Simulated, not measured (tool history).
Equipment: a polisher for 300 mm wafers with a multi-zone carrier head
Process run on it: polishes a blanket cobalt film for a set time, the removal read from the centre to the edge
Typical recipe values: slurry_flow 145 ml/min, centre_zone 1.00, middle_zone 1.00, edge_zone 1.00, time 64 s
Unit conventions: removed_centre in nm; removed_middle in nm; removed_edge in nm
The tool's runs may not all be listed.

run	day	slurry_flow	centre_zone	middle_zone	edge_zone	time	incoming thickness of the incoming film, nm	removed_centre	removed_middle	removed_edge
1	0.000	145	1.00	1.00	1.00	64	841.8	190.1	179.0	179.5
2	1.158	145	1.00	1.00	1.00	64	838.8	183.6	178.3	180.5
3	2.712	160	1.00	1.00	1.00	64	822.2	189.8	183.5	181.4
4	4.462	145	1.00	1.00	1.00	64	843.3	183.8	177.4	178.5
# day 5.033: worn pad replaced by a new one
5	6.108	145	1.00	1.00	1.00	64	828.0	180.3	179.3	177.8
6	8.812	145	1.00	1.00	1.00	64	824.3	183.0	176.7	177.4
# day 10.671: edge zone pressure recalibrated
7	10.933	145	1.00	1.00	1.00	64	826.5	178.1	177.1	176.0
8	13.375	185	1.00	1.00	1.00	64	832.1	186.1	182.1	181.8
# day 13.596: carrier head's membrane replaced by a new one
# day 15.217: worn pad replaced by a new one
9	15.238	185	1.00	1.00	1.00	64	844.8	179.0	177.9	178.2
10	18.000	185	1.00	1.00	1.00	64	828.9	178.9	175.2	181.5
# day 19.821: slurry nozzle cleaned
11	19.942	145	1.00	1.11	0.97	64	818.9	186.4	197.9	184.2
12	21.862	145	1.00	1.00	1.00	64	835.1	187.4	178.9	187.2
13	24.092	145	0.88	1.00	0.95	64	835.8	164.9	180.8	174.8
# day 26.088: worn pad replaced by a new one
14	28.038	180	1.07	1.00	0.96	76	829.8	246.1	223.5	215.6
# day 29.146: centre zone pressure recalibrated
15	30.521	145	1.00	1.00	1.00	64	832.0	182.4	178.0	180.3
16	31.546	110	1.00	0.89	1.00	64	827.6	168.7	151.9	175.3
17	34.254	115	1.11	1.00	1.00	64	834.4	188.6	166.8	173.9
18	35.425	130	1.00	1.00	1.00	51	839.1	139.5	135.9	141.5
# day 36.475: worn pad replaced by a new one
19	37.542	145	1.06	1.11	1.00	64	834.8	186.8	185.8	173.1
20	40.512	165	0.92	1.11	1.08	64	830.0	167.0	190.0	183.0
# day 41.333: edge zone pressure recalibrated
# day 41.854: carrier head's membrane replaced by a new one
21	41.900	145	1.00	1.00	1.00	64	826.6	167.6	166.3	173.0
22	44.771	145	1.00	1.00	1.00	79	843.2	196.0	193.7	205.3
# day 46.521: slurry nozzle cleaned
23	46.542	190	0.95	1.12	1.11	64	837.8	188.1	207.5	196.7

What if the next run were any one of these 3? Each begins from the tool's condition after run 23:
A	46.558	145	1.00	1.00	1.00	83	835.9	?	?	?
B	46.558	145	1.00	0.90	1.00	64	835.9	?	?	?
C	46.558	95	1.00	1.00	1.00	83	835.9	?	?	?

run	removed_centre	removed_middle	removed_edge
A	242.6	236.3	237.8
B	186.9	166.9	183.6
C	220.0	217.0	224.1
Had the tool no hidden state, the same runs would have come out as:
run	removed_centre	removed_middle	removed_edge
A	243.7	237.3	238.5
B	187.8	167.5	184.2
C	221.4	218.2	225.0
